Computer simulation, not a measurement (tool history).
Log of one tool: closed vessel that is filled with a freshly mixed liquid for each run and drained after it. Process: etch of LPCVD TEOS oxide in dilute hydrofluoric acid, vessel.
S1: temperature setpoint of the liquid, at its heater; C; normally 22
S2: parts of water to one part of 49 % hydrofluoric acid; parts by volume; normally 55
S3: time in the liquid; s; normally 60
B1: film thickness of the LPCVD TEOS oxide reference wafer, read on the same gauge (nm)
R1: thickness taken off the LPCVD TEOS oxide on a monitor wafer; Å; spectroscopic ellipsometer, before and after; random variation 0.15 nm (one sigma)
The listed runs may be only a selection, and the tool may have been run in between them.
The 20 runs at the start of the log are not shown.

run 21 hour=1825.1 | S1=17.5 S2=75 S3=30 | B1=90.03 | R1=99.3
run 22 hour=1897.5 | S1=19 S2=55 S3=85 | B1=90 | R1=423.4
run 23 hour=1997.8 | S1=20 S2=55 S3=60 | B1=89.99 | R1=311.6
run 24 hour=2099.9 | S1=18 S2=30 S3=85 | B1=90 | R1=762.1
run 25 hour=2191.6 | S1=22 S2=55 S3=60 | B1=90.01 | R1=340.5
run 26 hour=2293.3 | S1=22 S2=40 S3=60 | B1=89.99 | R1=480.4
-- hour=2320.1 thermometer replaced
run 27 hour=2354.5 | S1=22 S2=75 S3=60 | B1=90.01 | R1=239.1
run 28 hour=2454.1 | S1=22 S2=70 S3=35 | B1=90.05 | R1=150
run 29 hour=2557.8 | S1=22 S2=55 S3=60 | B1=90.01 | R1=334
run 30 hour=2595.3 | S1=24.5 S2=70 S3=45 | B1=90.02 | R1=213.7
-- hour=2626.1 hydrofluoric acid flow meter replaced
run 31 hour=2675.2 | S1=22 S2=40 S3=80 | B1=90 | R1=619.5
run 32 hour=2767.5 | S1=22 S2=55 S3=60 | B1=90.03 | R1=335.8
run 33 hour=2836.8 | S1=19.5 S2=45 S3=45 | B1=90.02 | R1=281.8
run 34 hour=2877.7 | S1=22 S2=55 S3=50 | B1=89.97 | R1=280.8

What if the next run were any one of these 3? Each begins from the tool's condition after run 34:
run A hour=2878.4 | S1=22 S2=55 S3=60 | B1=? | R1=?
run B hour=2878.4 | S1=22 S2=75 S3=95 | B1=? | R1=?
run C hour=2878.4 | S1=27 S2=70 S3=70 | B1=? | R1=?

run=A B1=89.96 R1=337.9
run=B B1=89.96 R1=382.6
run=C B1=89.96 R1=371.6
Without the tool's unlogged condition, the same runs would have read:
run=A R1=330.4
run=B R1=374.3
run=C R1=363.7
